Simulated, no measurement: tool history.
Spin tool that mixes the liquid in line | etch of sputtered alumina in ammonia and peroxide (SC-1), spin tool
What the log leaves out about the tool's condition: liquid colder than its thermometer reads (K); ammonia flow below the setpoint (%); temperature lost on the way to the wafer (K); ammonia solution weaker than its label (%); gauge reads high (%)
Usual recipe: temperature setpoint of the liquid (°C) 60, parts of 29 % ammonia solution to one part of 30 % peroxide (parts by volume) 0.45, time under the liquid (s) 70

run,day,temperature setpoint of the liquid (°C),parts of 29 % ammonia solution to one part of 30 % peroxide (parts by volume),time under the liquid (s),wafers since the last listed run,hours since the thermometer was replaced,hours since the ammonia flow meter was replaced,hours since the heated supply line was repaired,hours since the drum of ammonia solution was connected,hours since the gauge calibration,"read-back film thickness of the sputtered alumina reference wafer, read on the same gauge (nm)",thickness taken off the sputtered alumina on a monitor wafer (angstrom)
1,0,54,0.45,70,0,973,1309.1,487.3,417,3558.4,120.01,42.6
2,3.567,60,0.6,100,643,1058.6,1394.7,572.9,502.6,3644,120,84.4
3,5.404,64.5,0.3,30,331,1102.7,1438.8,617,546.7,3688.1,119.98,29.9
# day 11.096: new drum of ammonia solution connected
# day 11.246: heated supply line repaired, repeated, since the last time left the tool worse
# day 15.5: thermometer replaced
4,18.862,57,0.65,95,2406,80.7,1761.8,182.8,186.4,4011.1,120,87.5
5,23.012,60,0.45,70,749,180.3,1861.4,282.4,286,4110.7,120.01,72.3
6,26.829,60,0.3,70,688,271.9,1953,374,377.6,4202.3,119.99,66.9
7,30.142,60,0.45,50,597,351.4,2032.5,453.5,457.1,4281.8,120,49.4
# day 32.067: ammonia flow meter replaced
8,32.917,55,0.25,35,493,418,20.4,520.1,523.7,4348.4,120.01,25.2
# day 34.288: gauge calibrated
9,35.483,52,0.45,70,463,479.6,82,581.7,585.3,28.7,119.97,44.8
# day 36.908: new drum of ammonia solution connected
# day 38.108: heated supply line repaired
10,39.879,55.5,0.55,100,778,585.1,187.5,42.5,71.3,134.2,120,82.6
11,48.754,60,0.55,70,1601,798.1,400.5,255.5,284.3,347.2,120.02,72.3
12,50.408,60,0.25,85,298,837.8,440.2,295.2,324,386.9,120.02,81.1
13,54.671,60,0.45,100,769,940.1,542.5,397.5,426.3,489.2,120,99.6
14,56.725,53.5,0.45,30,370,989.4,591.8,446.8,475.6,538.5,120,21.1
15,60.696,55,0.35,70,716,1084.7,687.1,542.1,570.9,633.8,120,51.5
16,64.354,70,0.45,70,660,1172.5,774.9,629.9,658.7,721.6,120,110.9
# day 65.25: new drum of ammonia solution connected
# day 65.558: heated supply line repaired
# day 66.708: thermometer replaced
17,68.071,60,0.45,70,648,32.7,864.1,60.3,67.7,810.8,119.99,72.6
18,69.638,60,0.3,70,282,70.3,901.7,97.9,105.3,848.4,120,70.9
19,72.662,60,0.35,35,545,142.9,974.3,170.5,177.9,921,120.01,35.7
20,75.646,65.5,0.45,70,538,214.5,1045.9,242.1,249.5,992.6,120,93.9
21,79.817,67,0.5,105,752,314.6,1146,342.2,349.6,1092.7,119.99,149.7
22,83,65,0.5,105,574,391,1222.4,418.6,426,1169.1,119.99,137.4
23,86.479,53.5,0.45,30,627,474.5,1305.9,502.1,509.5,1252.6,119.98,21.4

Some steps in thickness taken off the sputtered alumina on a monitor wafer (angstrom) between neighbouring runs. How much of each would the tool show without its hidden state too (settings, what came in, random variation), and how much is left for the hidden state, with any gauge scatter that isn't in both results?
Run 1 -> 2: temperature setpoint of the liquid (°C) 54 -> 60, parts of 29 % ammonia solution to one part of 30 % peroxide (parts by volume) 0.45 -> 0.6, time under the liquid (s) 70 -> 100. thickness taken off the sputtered alumina on a monitor wafer (angstrom) +41.8: hidden state -11.9, all else +53.7.
Run 2 -> 3: temperature setpoint of the liquid (°C) 60 -> 64.5, parts of 29 % ammonia solution to one part of 30 % peroxide (parts by volume) 0.6 -> 0.3, time under the liquid (s) 100 -> 30. thickness taken off the sputtered alumina on a monitor wafer (angstrom) -54.5: hidden state +15.5, all else -70.
Run 13 -> 14: temperature setpoint of the liquid (°C) 60 -> 53.5, time under the liquid (s) 100 -> 30. thickness taken off the sputtered alumina on a monitor wafer (angstrom) -78.5: hidden state +4.6, all else -83.1.
Run 22 -> 23: temperature setpoint of the liquid (°C) 65 -> 53.5, parts of 29 % ammonia solution to one part of 30 % peroxide (parts by volume) 0.5 -> 0.45, time under the liquid (s) 105 -> 30. thickness taken off the sputtered alumina on a monitor wafer (angstrom) -116: hidden state +5.8, all else -121.8.
